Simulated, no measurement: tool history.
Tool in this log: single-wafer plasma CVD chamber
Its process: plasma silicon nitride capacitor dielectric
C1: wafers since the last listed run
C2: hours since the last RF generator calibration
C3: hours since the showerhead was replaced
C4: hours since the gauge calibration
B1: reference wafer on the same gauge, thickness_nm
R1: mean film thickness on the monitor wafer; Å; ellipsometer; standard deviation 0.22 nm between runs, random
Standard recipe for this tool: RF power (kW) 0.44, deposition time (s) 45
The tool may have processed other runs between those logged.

{"run": 1, "hour": 0.0, "RF power (kW)": 0.44, "deposition time (s)": 45, "C1": 0, "C2": 1070.1, "C3": 4357, "C4": 1995, "B1": 60.426, "R1": 625.96}
{"run": 2, "hour": 54.7, "RF power (kW)": 0.44, "deposition time (s)": 45, "C1": 542, "C2": 1124.8, "C3": 4411.7, "C4": 2049.7, "B1": 60.411, "R1": 626.08}
{"run": 3, "hour": 112.5, "RF power (kW)": 0.49, "deposition time (s)": 47.1, "C1": 573, "C2": 1182.6, "C3": 4469.5, "C4": 2107.5, "B1": 60.364, "R1": 670.51}
{"run": 4, "hour": 167.0, "RF power (kW)": 0.49, "deposition time (s)": 47.1, "C1": 540, "C2": 1237.1, "C3": 4524, "C4": 2162, "B1": 60.439, "R1": 672.14}
{"run": 5, "hour": 223.5, "RF power (kW)": 0.44, "deposition time (s)": 45, "C1": 560, "C2": 1293.6, "C3": 4580.5, "C4": 2218.5, "B1": 60.313, "R1": 620.01}
{"run": 6, "hour": 264.2, "RF power (kW)": 0.44, "deposition time (s)": 45, "C1": 403, "C2": 1334.3, "C3": 4621.2, "C4": 2259.2, "B1": 60.346, "R1": 621.88}
{"run": 7, "hour": 329.2, "RF power (kW)": 0.44, "deposition time (s)": 45, "C1": 644, "C2": 1399.3, "C3": 4686.2, "C4": 2324.2, "B1": 60.448, "R1": 625.13}
{"run": 8, "hour": 370.5, "RF power (kW)": 0.44, "deposition time (s)": 45, "C1": 409, "C2": 1440.6, "C3": 4727.5, "C4": 2365.5, "B1": 60.391, "R1": 625.23}
{"run": 9, "hour": 397.3, "RF power (kW)": 0.44, "deposition time (s)": 45, "C1": 265, "C2": 1467.4, "C3": 4754.3, "C4": 2392.3, "B1": 60.38, "R1": 623.72}
{"run": 10, "hour": 441.1, "RF power (kW)": 0.44, "deposition time (s)": 45, "C1": 434, "C2": 1511.2, "C3": 4798.1, "C4": 2436.1, "B1": 60.305, "R1": 622.74}
{"hour": 461.5, "done": "gauge calibrated"}
{"run": 11, "hour": 500.2, "RF power (kW)": 0.44, "deposition time (s)": 45, "C1": 586, "C2": 1570.3, "C3": 4857.2, "C4": 38.7, "B1": 60.404, "R1": 621.71}
{"run": 12, "hour": 527.6, "RF power (kW)": 0.44, "deposition time (s)": 51.1, "C1": 271, "C2": 1597.7, "C3": 4884.6, "C4": 66.1, "B1": 60.373, "R1": 712.33}
{"run": 13, "hour": 586.5, "RF power (kW)": 0.44, "deposition time (s)": 45, "C1": 584, "C2": 1656.6, "C3": 4943.5, "C4": 125, "B1": 60.371, "R1": 623.83}
{"run": 14, "hour": 613.1, "RF power (kW)": 0.44, "deposition time (s)": 45, "C1": 263, "C2": 1683.2, "C3": 4970.1, "C4": 151.6, "B1": 60.333, "R1": 624.84}
{"run": 15, "hour": 667.5, "RF power (kW)": 0.44, "deposition time (s)": 45, "C1": 539, "C2": 1737.6, "C3": 5024.5, "C4": 206, "B1": 60.308, "R1": 624.07}
{"run": 16, "hour": 716.1, "RF power (kW)": 0.44, "deposition time (s)": 45, "C1": 482, "C2": 1786.2, "C3": 5073.1, "C4": 254.6, "B1": 60.404, "R1": 624.87}
{"run": 17, "hour": 740.8, "RF power (kW)": 0.44, "deposition time (s)": 45, "C1": 244, "C2": 1810.9, "C3": 5097.8, "C4": 279.3, "B1": 60.412, "R1": 624.39}
{"run": 18, "hour": 780.5, "RF power (kW)": 0.44, "deposition time (s)": 45, "C1": 393, "C2": 1850.6, "C3": 5137.5, "C4": 319, "B1": 60.423, "R1": 626.96}
{"run": 19, "hour": 811.3, "RF power (kW)": 0.44, "deposition time (s)": 45, "C1": 305, "C2": 1881.4, "C3": 5168.3, "C4": 349.8, "B1": 60.42, "R1": 621.52}
{"run": 20, "hour": 863.0, "RF power (kW)": 0.44, "deposition time (s)": 45, "C1": 512, "C2": 1933.1, "C3": 5220, "C4": 401.5, "B1": 60.385, "R1": 626.13}
{"hour": 891.3, "done": "RF generator calibrated"}
{"run": 21, "hour": 923.7, "RF power (kW)": 0.41, "deposition time (s)": 47.5, "C1": 522, "C2": 32.4, "C3": 5280.7, "C4": 462.2, "B1": 60.391, "R1": 658.74}
{"run": 22, "hour": 959.7, "RF power (kW)": 0.44, "deposition time (s)": 45, "C1": 357, "C2": 68.4, "C3": 5316.7, "C4": 498.2, "B1": 60.411, "R1": 638.08}
{"hour": 986.0, "done": "showerhead replaced"}
{"run": 23, "hour": 1014.7, "RF power (kW)": 0.44, "deposition time (s)": 45, "C1": 466, "C2": 123.4, "C3": 28.7, "C4": 553.2, "B1": 60.322, "R1": 631.91}
{"run": 24, "hour": 1049.7, "RF power (kW)": 0.44, "deposition time (s)": 51.4, "C1": 347, "C2": 158.4, "C3": 63.7, "C4": 588.2, "B1": 60.434, "R1": 721.55}
{"run": 25, "hour": 1101.5, "RF power (kW)": 0.5, "deposition time (s)": 48.5, "C1": 513, "C2": 210.2, "C3": 115.5, "C4": 640, "B1": 60.358, "R1": 700.77}
{"run": 26, "hour": 1136.6, "RF power (kW)": 0.44, "deposition time (s)": 45, "C1": 348, "C2": 245.3, "C3": 150.6, "C4": 675.1, "B1": 60.367, "R1": 631.4}
{"run": 27, "hour": 1211.7, "RF power (kW)": 0.44, "deposition time (s)": 45, "C1": 744, "C2": 320.4, "C3": 225.7, "C4": 750.2, "B1": 60.431, "R1": 626.13}
{"run": 28, "hour": 1278.4, "RF power (kW)": 0.48, "deposition time (s)": 53.2, "C1": 661, "C2": 387.1, "C3": 292.4, "C4": 816.9, "B1": 60.304, "R1": 755.16}
{"run": 29, "hour": 1320.8, "RF power (kW)": 0.44, "deposition time (s)": 36.5, "C1": 420, "C2": 429.5, "C3": 334.8, "C4": 859.3, "B1": 60.323, "R1": 508.67}
{"run": 30, "hour": 1358.0, "RF power (kW)": 0.44, "deposition time (s)": 49.4, "C1": 368, "C2": 466.7, "C3": 372, "C4": 896.5, "B1": 60.417, "R1": 690.75}
{"run": 31, "hour": 1410.1, "RF power (kW)": 0.44, "deposition time (s)": 45, "C1": 516, "C2": 518.8, "C3": 424.1, "C4": 948.6, "B1": 60.377, "R1": 631.63}
{"run": 32, "hour": 1447.2, "RF power (kW)": 0.495, "deposition time (s)": 48.4, "C1": 367, "C2": 555.9, "C3": 461.2, "C4": 985.7, "B1": 60.365, "R1": 692.67}
{"run": 33, "hour": 1480.4, "RF power (kW)": 0.44, "deposition time (s)": 45, "C1": 329, "C2": 589.1, "C3": 494.4, "C4": 1018.9, "B1": 60.417, "R1": 627.48}
{"run": 34, "hour": 1532.5, "RF power (kW)": 0.44, "deposition time (s)": 45, "C1": 516, "C2": 641.2, "C3": 546.5, "C4": 1071, "B1": 60.363, "R1": 627.96}
{"run": 35, "hour": 1600.1, "RF power (kW)": 0.46, "deposition time (s)": 39.4, "C1": 670, "C2": 708.8, "C3": 614.1, "C4": 1138.6, "B1": 60.362, "R1": 551.9}
{"run": 36, "hour": 1627.6, "RF power (kW)": 0.495, "deposition time (s)": 49.3, "C1": 272, "C2": 736.3, "C3": 641.6, "C4": 1166.1, "B1": 60.398, "R1": 704.45}
{"run": 37, "hour": 1686.7, "RF power (kW)": 0.495, "deposition time (s)": 49.3, "C1": 586, "C2": 795.4, "C3": 700.7, "C4": 1225.2, "B1": 60.389, "R1": 703.81}
{"run": 38, "hour": 1718.0, "RF power (kW)": 0.495, "deposition time (s)": 45, "C1": 310, "C2": 826.7, "C3": 732, "C4": 1256.5, "B1": 60.382, "R1": 640.5}
{"run": 39, "hour": 1752.4, "RF power (kW)": 0.41, "deposition time (s)": 50.2, "C1": 341, "C2": 861.1, "C3": 766.4, "C4": 1290.9, "B1": 60.444, "R1": 691.94}
{"run": 40, "hour": 1797.8, "RF power (kW)": 0.375, "deposition time (s)": 47.6, "C1": 450, "C2": 906.5, "C3": 811.8, "C4": 1336.3, "B1": 60.46, "R1": 640.03}
{"run": 41, "hour": 1856.7, "RF power (kW)": 0.495, "deposition time (s)": 50.3, "C1": 584, "C2": 965.4, "C3": 870.7, "C4": 1395.2, "B1": 60.363, "R1": 715.92}
{"run": 42, "hour": 1892.7, "RF power (kW)": 0.485, "deposition time (s)": 48.1, "C1": 357, "C2": 1001.4, "C3": 906.7, "C4": 1431.2, "B1": 60.322, "R1": 686.61}
{"run": 43, "hour": 1937.5, "RF power (kW)": 0.51, "deposition time (s)": 37.1, "C1": 444, "C2": 1046.2, "C3": 951.5, "C4": 1476, "B1": 60.44, "R1": 533.94}

Consider 5 possible next runs. They are alternatives, not a sequence: every one starts from the tool as it was left by run 43. What does each give?
{"run": "A", "hour": 1937.9, "RF power (kW)": 0.405, "deposition time (s)": 45, "C1": 3, "C2": 1046.6, "C3": 951.9, "C4": 1476.4, "B1": "?", "R1": "?"}
{"run": "B", "hour": 1937.9, "RF power (kW)": 0.44, "deposition time (s)": 36.7, "C1": 3, "C2": 1046.6, "C3": 951.9, "C4": 1476.4, "B1": "?", "R1": "?"}
{"run": "C", "hour": 1937.9, "RF power (kW)": 0.49, "deposition time (s)": 48.2, "C1": 3, "C2": 1046.6, "C3": 951.9, "C4": 1476.4, "B1": "?", "R1": "?"}
{"run": "D", "hour": 1937.9, "RF power (kW)": 0.44, "deposition time (s)": 37.8, "C1": 3, "C2": 1046.6, "C3": 951.9, "C4": 1476.4, "B1": "?", "R1": "?"}
{"run": "E", "hour": 1937.9, "RF power (kW)": 0.52, "deposition time (s)": 49, "C1": 3, "C2": 1046.6, "C3": 951.9, "C4": 1476.4, "B1": "?", "R1": "?"}

run=A B1=60.441 R1=612.78
run=B B1=60.441 R1=508.53
run=C B1=60.441 R1=683.57
run=D B1=60.441 R1=523.77
run=E B1=60.441 R1=704.1
Without the tool's hidden state the same runs would have given:
run=A R1=621.62
run=B R1=515.86
run=C R1=693.44
run=D R1=531.33
run=E R1=714.26
